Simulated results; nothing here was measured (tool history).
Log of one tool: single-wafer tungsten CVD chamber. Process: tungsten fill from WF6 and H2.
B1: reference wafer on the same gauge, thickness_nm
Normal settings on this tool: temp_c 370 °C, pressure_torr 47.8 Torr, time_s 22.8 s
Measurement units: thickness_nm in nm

Run 1, day 0: usual settings; B1 47.75. Result: thickness_nm 51.708 nm.
Run 2, day 1.129: usual settings; B1 47.711. Result: thickness_nm 51.748 nm.
Run 3, day 2.4: usual settings; B1 47.684. Result: thickness_nm 51.902 nm.
Run 4, day 3.096: usual settings; B1 47.638. Result: thickness_nm 51.771 nm.
Run 5, day 4.462: usual settings; B1 47.667. Result: thickness_nm 51.78 nm.
Run 6, day 4.983: usual settings; B1 47.762. Result: thickness_nm 51.937 nm.
Run 7, day 5.942: usual settings; B1 47.693. Result: thickness_nm 51.809 nm.
Run 8, day 7.158: usual settings; B1 47.708. Result: thickness_nm 51.935 nm.
Run 9, day 7.825: usual settings but temp_c 364 °C; B1 47.738. Result: thickness_nm 45.915 nm.
Run 10, day 8.6: usual settings but temp_c 364 °C; B1 47.731. Result: thickness_nm 46.002 nm.
Run 11, day 9.95: usual settings but temp_c 364 °C; B1 47.691. Result: thickness_nm 46.24 nm.
Run 12, day 11.275: usual settings; B1 47.661. Result: thickness_nm 51.87 nm.
Run 13, day 11.783: usual settings; B1 47.67. Result: thickness_nm 51.815 nm.
At day 12.225: capacitance manometer re-zeroed and calibrated.
Run 14, day 12.683: usual settings but temp_c 360 °C, pressure_torr 43.9 Torr, time_s 27 s; B1 47.698. Result: thickness_nm 49.171 nm.
Run 15, day 13.379: usual settings but temp_c 365 °C; B1 47.724. Result: thickness_nm 46.87 nm.
At day 13.729: thermocouple changed; heater temperature recalibrated.
At day 13.771: showerhead replaced.
Run 16, day 14.217: usual settings but temp_c 360 °C, time_s 19.6 s; B1 47.734. Result: thickness_nm 36.383 nm.
Run 17, day 15.629: usual settings but temp_c 364 °C; B1 47.713. Result: thickness_nm 46.036 nm.
Run 18, day 17.092: usual settings; B1 47.719. Result: thickness_nm 51.923 nm.
Run 19, day 17.954: usual settings but pressure_torr 56.1 Torr, time_s 20.4 s; B1 47.681. Result: thickness_nm 48.857 nm.
At day 17.988: gauge calibrated.
Run 20, day 20.667: usual settings but temp_c 360 °C, pressure_torr 55.6 Torr; B1 47.681. Result: thickness_nm 44.584 nm.
Run 21, day 21.95: usual settings but temp_c 384 °C, pressure_torr 41.4 Torr; B1 47.697. Result: thickness_nm 64.671 nm.
Run 22, day 23.404: usual settings but temp_c 379 °C, time_s 18.6 s; B1 47.729. Result: thickness_nm 50.108 nm.
Run 23, day 24.154: usual settings; B1 47.773. Result: thickness_nm 51.848 nm.
Run 24, day 24.758: usual settings; B1 47.748. Result: thickness_nm 51.936 nm.
Run 25, day 25.521: usual settings but temp_c 375 °C, pressure_torr 38.9 Torr, time_s 24.1 s; B1 47.675. Result: thickness_nm 56.654 nm.
Run 26, day 26.475: usual settings; B1 47.727. Result: thickness_nm 51.833 nm.
Run 27, day 27.383: usual settings but temp_c 375 °C, pressure_torr 43.4 Torr; B1 47.722. Result: thickness_nm 55.414 nm.

State the hidden condition of the tool at each of the runs:
wafer temperature above the value expected at the setpoint (K): 0 at every run
true pressure above the setpoint (%): 0 at every run
gauge reads high (%): 0 at every run
